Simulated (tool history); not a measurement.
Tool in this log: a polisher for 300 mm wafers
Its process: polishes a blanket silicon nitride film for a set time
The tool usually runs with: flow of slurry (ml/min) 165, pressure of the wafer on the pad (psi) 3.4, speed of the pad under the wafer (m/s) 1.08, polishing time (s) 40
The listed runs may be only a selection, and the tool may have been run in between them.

run,hour,flow of slurry (ml/min),pressure of the wafer on the pad (psi),speed of the pad under the wafer (m/s),polishing time (s),wafers since the last listed run,wafers polished on this pad,hours since the slurry nozzle was cleaned,hours since the head pressure was calibrated,"incoming thickness of the incoming film, nm",film removed (angstrom)
1,0.0,165,3.4,1.08,40,0,502,337.2,622.1,596.4,805
2,33.6,165,3.4,1.08,40,494,996,370.8,655.7,607.2,824
3,61.2,165,3.4,1.08,40,406,1403,398.4,683.3,598.3,806
# hour 86.3: slurry nozzle cleaned
4,105.8,165,3.4,1.08,40,641,2045,19.5,727.9,588.3,834
# hour 118.5: worn pad replaced by a new one
5,124.7,165,3.4,1.08,40,219,90,38.4,746.8,603.9,852
6,146.9,165,2.7,0.88,40,326,417,60.6,769.0,602.3,566
7,159.5,130,3.4,1.08,40,185,602,73.2,781.6,595.5,805
8,194.9,165,3.4,1.08,40,521,1123,108.6,817.0,608.0,835
9,230.8,165,3.4,1.08,40,528,1652,144.5,852.9,595.2,844
10,250.8,165,3.4,1.08,40,294,1946,164.5,872.9,611.2,821
# hour 271.8: worn pad replaced by a new one
11,273.4,165,3.4,1.08,40,273,23,187.1,895.5,596.7,812
12,287.1,165,3.4,1.08,40,201,225,200.8,909.2,602.3,835
13,308.2,165,3.4,1.08,40,310,535,221.9,930.3,602.8,840
14,341.3,165,3.4,1.08,40,487,1023,255.0,963.4,602.1,835
15,364.6,190,3.4,1.08,40,342,1366,278.3,986.7,600.6,837
16,391.7,165,3.4,1.08,40,398,1765,305.4,1013.8,595.0,822
17,425.5,165,3.4,1.08,40,497,2262,339.2,1047.6,595.5,813
# hour 454.6: worn pad replaced by a new one
18,455.1,220,4.0,1.22,52,376,7,368.8,1077.2,587.3,1409
19,470.3,165,3.4,1.08,40,223,231,384.0,1092.4,591.0,812
20,502.3,165,3.4,1.08,33,471,702,416.0,1124.4,593.3,658
# hour 517.0: head pressure recalibrated
21,531.8,165,3.4,1.08,40,404,1107,445.5,14.8,607.9,786
# hour 538.4: slurry nozzle cleaned
22,550.0,165,3.4,1.08,40,253,1360,11.6,33.0,608.6,745
23,567.0,130,2.3,1.26,36,250,1610,28.6,50.0,606.7,478
24,592.2,165,3.4,0.78,49,370,1981,53.8,75.2,600.5,707
# hour 611.1: worn pad replaced by a new one
25,614.8,165,3.4,1.08,40,273,54,76.4,97.8,601.6,737
26,634.1,205,3.1,0.96,52,284,338,95.7,117.1,598.5,849
27,661.0,215,2.4,1.08,53,395,734,122.6,144.0,606.8,735
28,680.3,165,3.4,1.08,40,284,1018,141.9,163.3,591.7,734
29,713.7,130,3.9,1.08,40,491,1510,175.3,196.7,604.0,757
# hour 733.1: slurry nozzle cleaned, repeated, since the last time left the tool worse
30,741.7,165,3.4,1.08,40,397,1908,8.6,224.7,591.9,832
# hour 768.8: worn pad replaced by a new one
31,772.4,165,2.2,1.08,40,393,53,39.3,255.4,592.8,551
32,800.5,165,3.4,1.08,40,413,466,67.4,283.5,604.3,829
33,820.8,120,3.4,1.08,40,298,765,87.7,303.8,596.4,783
34,848.0,110,2.7,0.86,44,400,1165,114.9,331.0,607.9,552

Below are 5 alternative next runs, each starting from the tool's condition after run 34. Predict each:
A,848.4,165,3.4,1.08,44,5,1171,115.3,331.4,597.7,?
B,848.4,210,3.4,1.24,40,5,1171,115.3,331.4,597.7,?
C,848.4,165,4.1,1.08,40,5,1171,115.3,331.4,597.7,?
D,848.4,165,3.8,1.08,26,5,1171,115.3,331.4,597.7,?
E,848.4,195,3.4,1.30,40,5,1171,115.3,331.4,597.7,?

run,film removed (angstrom)
A,910
B,959
C,998
D,601
E,985
With the hidden condition removed and each run's random variation left untouched, the same runs would have given:
run,film removed (angstrom)
A,928
B,974
C,1017
D,613
E,1002

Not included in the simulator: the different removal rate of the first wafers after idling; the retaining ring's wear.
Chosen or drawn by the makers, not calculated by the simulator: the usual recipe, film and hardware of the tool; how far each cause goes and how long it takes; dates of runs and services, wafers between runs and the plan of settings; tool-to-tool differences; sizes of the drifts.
